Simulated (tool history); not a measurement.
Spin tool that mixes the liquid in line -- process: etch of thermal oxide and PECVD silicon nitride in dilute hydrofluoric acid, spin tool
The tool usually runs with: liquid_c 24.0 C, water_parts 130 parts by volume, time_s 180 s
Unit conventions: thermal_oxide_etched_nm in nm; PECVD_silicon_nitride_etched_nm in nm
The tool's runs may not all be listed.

run    hour  liquid_c  water_parts  time_s  read-back film thickness of the thermal oxide reference wafer, read on the same gauge (nm)  read-back film thickness of the PECVD silicon nitride reference wafer, read on the same gauge (nm)  thermal_oxide_etched_nm  PECVD_silicon_nitride_etched_nm
  1     0.0      24.0          130     210                                                                                      139.98                                                                                              90.007                     7.19                            3.986
  2    52.2      24.0          165     205                                                                                      139.99                                                                                              90.009                     5.27                            3.061
  3   118.8      24.0          165     205                                                                                      140.01                                                                                              90.001                     5.30                            3.090
  4   160.1      26.5          130     180                                                                                      140.02                                                                                              89.990                     6.75                            4.020
  5   198.7      26.5          130     180                                                                                      140.06                                                                                              89.977                     6.72                            3.955
  6   298.9      24.0          130     180                                                                                      140.01                                                                                              89.991                     6.08                            3.384
  7   330.8      27.0          130     180                                                                                      139.98                                                                                              90.007                     6.58                            3.861
  8   373.8      27.0          130     180                                                                                      139.98                                                                                              90.017                     6.59                            3.872
  9   558.0      24.0          145     110                                                                                      140.02                                                                                              90.000                     3.14                            1.708
 10   623.3      27.0          130     105                                                                                      140.01                                                                                              90.004                     3.79                            2.238
 11   647.6      28.0           95     180                                                                                      140.01                                                                                              89.997                    10.71                            6.513
 12   692.6      24.0          130     260                                                                                      139.99                                                                                              89.990                     9.28                            5.278
 13   720.9      19.5           85     180                                                                                      140.01                                                                                              90.003                     8.58                            4.082
 14   781.7      19.0          130     180                                                                                      139.95                                                                                              89.980                     5.20                            2.635
 15   838.0      24.0          110     215                                                                                      140.02                                                                                              90.012                     9.18                            5.146
 16   899.3      19.5          180     245                                                                                      139.96                                                                                              89.995                     5.04                            2.693
 17   952.8      24.0          130     180                                                                                      139.97                                                                                              89.973                     6.39                            3.599
 18  1008.3      24.0          130     180                                                                                      139.99                                                                                              90.014                     6.35                            3.593
 19  1052.3      24.0          100      70                                                                                      139.97                                                                                              90.007                     3.33                            1.820
 20  1077.3      24.0          130     180                                                                                      139.95                                                                                              89.988                     6.40                            3.630
 21  1134.8      24.0          130     180                                                                                      140.00                                                                                              90.015                     6.35                            3.612
 22  1187.1      24.0          130      80                                                                                      139.99                                                                                              89.977                     2.80                            1.632
 23  1286.8      24.0          165     180                                                                                      140.00                                                                                              89.994                     4.81                            2.825
 24  1312.1      28.5          130     180                                                                                      139.99                                                                                              89.998                     7.52                            4.805
 25  1361.0      19.5          130     215                                                                                      139.97                                                                                              90.029                     6.24                            3.134
 26  1390.2      22.0           65     265                                                                                      139.99                                                                                              89.965                    18.39                            9.051

Put back what was entered between runs (5 entries, withheld): which listed runs does each sit between, and how does the hidden state differ from the listed run before to the listed run after?
After run 5, before run 6: gauge calibrated (hour 288.8)
  liquid colder than its thermometer reads (K): 1.58 -> 1.64
  what was measured, less what the result would be without the hidden state, thermal_oxide_etched_nm: -0.42 -> -0.40 nm; PECVD_silicon_nitride_etched_nm: -0.422 -> -0.384 nm
After run 6, before run 7: thermometer replaced (hour 304.9)
  liquid colder than its thermometer reads (K): 1.64 -> 2.66
  what was measured, less what the result would be without the hidden state, thermal_oxide_etched_nm: -0.40 -> -0.71 nm; PECVD_silicon_nitride_etched_nm: -0.384 -> -0.718 nm
After run 7, before run 8: hydrofluoric acid flow meter replaced (hour 373.2)
  liquid colder than its thermometer reads (K): 2.66 -> 2.68
  what was measured, less what the result would be without the hidden state, thermal_oxide_etched_nm: -0.71 -> -0.71 nm; PECVD_silicon_nitride_etched_nm: -0.718 -> -0.726 nm
After run 10, before run 11: thermometer replaced, repeated, since the last time left the tool worse (hour 637.4)
  liquid colder than its thermometer reads (K): 2.83 -> 0.365
  what was measured, less what the result would be without the hidden state, thermal_oxide_etched_nm: -0.44 -> -0.15 nm; PECVD_silicon_nitride_etched_nm: -0.445 -> -0.151 nm
After run 20, before run 21: hydrofluoric acid flow meter replaced (hour 1121.5)
  liquid colder than its thermometer reads (K): 0.626 -> 0.661
  what was measured, less what the result would be without the hidden state, thermal_oxide_etched_nm: -0.16 -> -0.16 nm; PECVD_silicon_nitride_etched_nm: -0.153 -> -0.159 nm
